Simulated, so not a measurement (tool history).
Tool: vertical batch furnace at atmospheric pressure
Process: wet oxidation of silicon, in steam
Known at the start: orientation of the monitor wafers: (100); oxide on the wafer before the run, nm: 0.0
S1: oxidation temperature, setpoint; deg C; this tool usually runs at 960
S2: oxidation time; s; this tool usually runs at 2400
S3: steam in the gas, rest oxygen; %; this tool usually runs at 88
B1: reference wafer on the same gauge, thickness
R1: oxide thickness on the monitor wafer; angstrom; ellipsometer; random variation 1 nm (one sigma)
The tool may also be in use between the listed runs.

run,day,S1,S2,S3,B1,R1
1,0.000,960,2400,88,199.07,1995.1
2,1.867,960,2400,88,198.98,1988.5
3,3.438,960,2400,88,198.98,1971.5
4,5.738,960,2400,88,198.88,1984.6
5,9.075,960,2400,88,199.09,1989.9
6,11.871,960,2400,79,199.24,1800.1
7,13.575,960,2400,88,198.93,1977.8
8,16.250,960,2400,92,198.84,2053.5
9,17.425,960,2400,92,198.61,2056.3
10,18.708,960,2400,92,198.75,2042.2
# day 20.471: thermocouples replaced and temperature profile calibrated
11,21.492,960,2400,88,199.11,1970.2
# day 23.221: steam generator serviced
12,24.029,960,2400,88,199.41,2103.6
13,26.912,960,2400,88,198.78,2089.5
14,28.521,960,2400,88,199.00,2086.0
# day 30.733: gauge calibrated
15,31.371,960,2400,88,198.67,2100.5
16,33.142,960,2400,88,198.96,2091.3
17,35.992,960,2400,88,199.20,2086.8
18,37.567,960,2400,94,199.22,2206.7
19,40.017,972,1980,97,199.10,2188.1
20,42.354,940,3030,97,199.51,2221.7
21,44.262,940,2400,94,199.38,1764.5
22,46.008,960,2400,77,198.94,1885.9
23,47.212,940,2400,94,198.93,1782.2
24,49.021,960,1800,88,199.26,1637.8
25,51.746,937,1650,97,199.10,1274.5
26,53.458,960,2400,88,198.66,2074.8
27,54.962,960,2400,83,199.10,1980.0
28,57.942,972,2400,88,199.30,2327.8
29,59.846,954,1530,88,198.86,1312.8
30,62.429,979,3120,81,198.88,2890.1

For run 31, what comes out?
31,64.838,960,2400,97,?,?

{"run 31": {"B1": 199.7, "R1": 2216.5}}
With no hidden state in the tool, this same run would have given R1 2266.8 angstrom.
